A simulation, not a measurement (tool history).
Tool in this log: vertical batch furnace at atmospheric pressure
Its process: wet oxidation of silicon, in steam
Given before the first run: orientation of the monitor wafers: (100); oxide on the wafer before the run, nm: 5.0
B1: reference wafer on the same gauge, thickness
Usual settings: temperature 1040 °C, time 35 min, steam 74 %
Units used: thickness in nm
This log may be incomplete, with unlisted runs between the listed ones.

Run 1, hour 0: usual settings but steam 69 %; B1 304.97. Result: thickness 286.69 nm.
Run 2, hour 228.3: usual settings but steam 69 %; B1 305.25. Result: thickness 286.65 nm.
Run 3, hour 283.7: usual settings but time 39.5 min; B1 304.86. Result: thickness 321.38 nm.
Run 4, hour 338.5: usual settings but time 39.5 min; B1 304.57. Result: thickness 324.13 nm.
Run 5, hour 400.7: usual settings; B1 304.98. Result: thickness 299.04 nm.
Run 6, hour 475: usual settings; B1 305.44. Result: thickness 298.66 nm.
Run 7, hour 521.1: usual settings; B1 304.99. Result: thickness 301.12 nm.
At hour 611.1: gauge calibrated.
Run 8, hour 623.5: usual settings but time 47.5 min; B1 304.78. Result: thickness 367.3 nm.
At hour 680.3: steam generator serviced.
Run 9, hour 680.8: usual settings but time 21.5 min; B1 304.57. Result: thickness 221.91 nm.
Run 10, hour 761.5: usual settings but time 46.5 min; B1 305.1. Result: thickness 377.06 nm.
Run 11, hour 838.7: usual settings but time 46.5 min; B1 304.44. Result: thickness 374.46 nm.
Run 12, hour 944.3: usual settings but time 46.5 min; B1 304.88. Result: thickness 373.32 nm.
Run 13, hour 1028.5: usual settings; B1 305.41. Result: thickness 309.89 nm.
Run 14, hour 1113.8: usual settings but temperature 1022 °C, time 23 min; B1 305.09. Result: thickness 201.52 nm.
Run 15, hour 1223.6: usual settings but temperature 1027 °C, time 51.5 min, steam 80 %; B1 303.96. Result: thickness 383.21 nm.
At hour 1265.4: thermocouples replaced and temperature profile calibrated.
Run 16, hour 1329.7: usual settings but temperature 1046 °C, steam 80 %; B1 305.7. Result: thickness 336.57 nm.
Run 17, hour 1412.7: usual settings but temperature 1019 °C, time 28 min, steam 68 %; B1 304.71. Result: thickness 213.66 nm.
Run 18, hour 1499.7: usual settings but temperature 1025 °C, time 20.5 min, steam 67 %; B1 305.35. Result: thickness 173.21 nm.
Run 19, hour 1599.2: usual settings but steam 86 %; B1 305.49. Result: thickness 336.34 nm.
Run 20, hour 1652.5: usual settings; B1 305.48. Result: thickness 307.11 nm.
Run 21, hour 1750.4: usual settings but temperature 1019 °C, time 51 min; B1 304.91. Result: thickness 338.71 nm.
At hour 1781.6: gauge calibrated.
Run 22, hour 1840.7: usual settings but temperature 1027 °C, time 19 min; B1 305.37. Result: thickness 179.42 nm.
Run 23, hour 1903.6: usual settings but temperature 1054 °C, time 19 min, steam 68 %; B1 304.34. Result: thickness 210.86 nm.
Run 24, hour 2008.2: usual settings; B1 304.08. Result: thickness 305.25 nm.

Here are 3 independent what-if runs from the current tool condition. What would each one return?
Run A, hour 2012.2: usual settings; B1 ?. Result: thickness ?.
Run B, hour 2012.2: usual settings but steam 67 %; B1 ?. Result: thickness ?.
Run C, hour 2012.2: usual settings but temperature 1027 °C, time 46.5 min, steam 62 %; B1 ?. Result: thickness ?.

run      B1  thickness
  A  304.61     305.57
  B  304.61     285.86
  C  304.61     300.06
The same runs, with their run-to-run variation unchanged, on a tool lacking any hidden condition would have given:
run  thickness
  A     314.99
  B     294.76
  C     309.54
